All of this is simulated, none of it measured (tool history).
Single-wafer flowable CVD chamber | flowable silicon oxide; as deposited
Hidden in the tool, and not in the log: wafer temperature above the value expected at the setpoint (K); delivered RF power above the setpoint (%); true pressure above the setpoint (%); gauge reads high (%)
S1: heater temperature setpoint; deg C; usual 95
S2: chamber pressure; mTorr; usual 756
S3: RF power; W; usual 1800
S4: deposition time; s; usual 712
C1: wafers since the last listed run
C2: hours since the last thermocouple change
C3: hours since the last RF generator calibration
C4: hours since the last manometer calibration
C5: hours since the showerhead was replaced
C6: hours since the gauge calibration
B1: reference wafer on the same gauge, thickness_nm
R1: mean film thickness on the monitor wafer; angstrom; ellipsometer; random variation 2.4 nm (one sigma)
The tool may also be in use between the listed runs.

{"run": 1, "hour": 0.0, "S1": 95, "S2": 756, "S3": 1800, "S4": 712, "C1": 0, "C2": 645.4, "C3": 2011.8, "C4": 694.5, "C5": 6940.6, "C6": 124.4, "B1": 437.916, "R1": 4494.98}
{"run": 2, "hour": 16.0, "S1": 95, "S2": 756, "S3": 1800, "S4": 712, "C1": 36, "C2": 661.4, "C3": 2027.8, "C4": 710.5, "C5": 6956.6, "C6": 140.4, "B1": 437.879, "R1": 4504.7}
{"hour": 16.8, "done": "gauge calibrated"}
{"run": 3, "hour": 26.8, "S1": 105, "S2": 756, "S3": 1800, "S4": 712, "C1": 24, "C2": 672.2, "C3": 2038.6, "C4": 721.3, "C5": 6967.4, "C6": 10.0, "B1": 438.678, "R1": 3107.14}
{"run": 4, "hour": 65.8, "S1": 105, "S2": 756, "S3": 1800, "S4": 712, "C1": 87, "C2": 711.2, "C3": 2077.6, "C4": 760.3, "C5": 7006.4, "C6": 49.0, "B1": 437.801, "R1": 3144.64}
{"hour": 90.4, "done": "showerhead replaced"}
{"run": 5, "hour": 90.9, "S1": 105, "S2": 756, "S3": 1800, "S4": 712, "C1": 38, "C2": 736.3, "C3": 2102.7, "C4": 785.4, "C5": 0.5, "C6": 74.1, "B1": 437.949, "R1": 3140.25}
{"run": 6, "hour": 98.1, "S1": 95, "S2": 756, "S3": 1800, "S4": 712, "C1": 16, "C2": 743.5, "C3": 2109.9, "C4": 792.6, "C5": 7.7, "C6": 81.3, "B1": 438.988, "R1": 4536.69}
{"hour": 112.4, "done": "capacitance manometer re-zeroed and calibrated"}
{"run": 7, "hour": 112.9, "S1": 95, "S2": 756, "S3": 1800, "S4": 712, "C1": 15, "C2": 758.3, "C3": 2124.7, "C4": 0.5, "C5": 22.5, "C6": 96.1, "B1": 439.127, "R1": 4766.49}
{"run": 8, "hour": 123.2, "S1": 95, "S2": 756, "S3": 1800, "S4": 712, "C1": 23, "C2": 768.6, "C3": 2135.0, "C4": 10.8, "C5": 32.8, "C6": 106.4, "B1": 438.1, "R1": 4807.66}
{"run": 9, "hour": 134.1, "S1": 95, "S2": 756, "S3": 1515, "S4": 712, "C1": 24, "C2": 779.5, "C3": 2145.9, "C4": 21.7, "C5": 43.7, "C6": 117.3, "B1": 437.642, "R1": 4517.86}
{"hour": 146.7, "done": "capacitance manometer re-zeroed and calibrated, repeated, since the last time left the tool worse"}
{"run": 10, "hour": 147.2, "S1": 108, "S2": 850, "S3": 1700, "S4": 815, "C1": 11, "C2": 792.6, "C3": 2159.0, "C4": 0.5, "C5": 56.8, "C6": 130.4, "B1": 437.335, "R1": 3396.28}
{"hour": 149.9, "done": "gauge calibrated"}
{"run": 11, "hour": 155.9, "S1": 95, "S2": 756, "S3": 1800, "S4": 712, "C1": 19, "C2": 801.3, "C3": 2167.7, "C4": 9.2, "C5": 65.5, "C6": 6.0, "B1": 437.125, "R1": 4268.28}
{"run": 12, "hour": 167.1, "S1": 95, "S2": 756, "S3": 1800, "S4": 712, "C1": 25, "C2": 812.5, "C3": 2178.9, "C4": 20.4, "C5": 76.7, "C6": 17.2, "B1": 438.073, "R1": 4270.13}
{"hour": 179.3, "done": "thermocouple changed; heater temperature recalibrated"}
{"hour": 180.2, "done": "RF generator calibrated"}
{"run": 13, "hour": 180.7, "S1": 102, "S2": 756, "S3": 1505, "S4": 712, "C1": 10, "C2": 1.4, "C3": 0.5, "C4": 34.0, "C5": 90.3, "C6": 30.8, "B1": 437.742, "R1": 3161.74}
{"run": 14, "hour": 183.4, "S1": 108, "S2": 852, "S3": 1540, "S4": 712, "C1": 6, "C2": 4.1, "C3": 3.2, "C4": 36.7, "C5": 93.0, "C6": 33.5, "B1": 437.642, "R1": 2902.66}
{"run": 15, "hour": 193.7, "S1": 95, "S2": 756, "S3": 1800, "S4": 712, "C1": 23, "C2": 14.4, "C3": 13.5, "C4": 47.0, "C5": 103.3, "C6": 43.8, "B1": 438.625, "R1": 4233.94}
{"run": 16, "hour": 210.5, "S1": 102, "S2": 673, "S3": 1555, "S4": 843, "C1": 37, "C2": 31.2, "C3": 30.3, "C4": 63.8, "C5": 120.1, "C6": 60.6, "B1": 437.243, "R1": 3338.49}
{"run": 17, "hour": 223.2, "S1": 95, "S2": 756, "S3": 1800, "S4": 610, "C1": 28, "C2": 43.9, "C3": 43.0, "C4": 76.5, "C5": 132.8, "C6": 73.3, "B1": 439.158, "R1": 3621.26}
{"run": 18, "hour": 241.1, "S1": 95, "S2": 575, "S3": 1520, "S4": 712, "C1": 40, "C2": 61.8, "C3": 60.9, "C4": 94.4, "C5": 150.7, "C6": 91.2, "B1": 438.375, "R1": 3086.4}

Hidden state or all else? Some run-to-run changes of R1, split into what the settings, what came in and random variation would give without the hidden state, and what is left for the hidden state (with any gauge scatter that isn't in both results):
Run 2 -> 3: S1 95 -> 105, gauge calibrated. R1 -1397.56 angstrom: hidden state -44.59, all else -1352.97.
Run 9 -> 10: S1 95 -> 108, S2 756 -> 850, S3 1515 -> 1700, S4 712 -> 815, capacitance manometer re-zeroed and calibrated, repeated, since the last time left the tool worse. R1 -1121.58 angstrom: hidden state -468.43, all else -653.15.
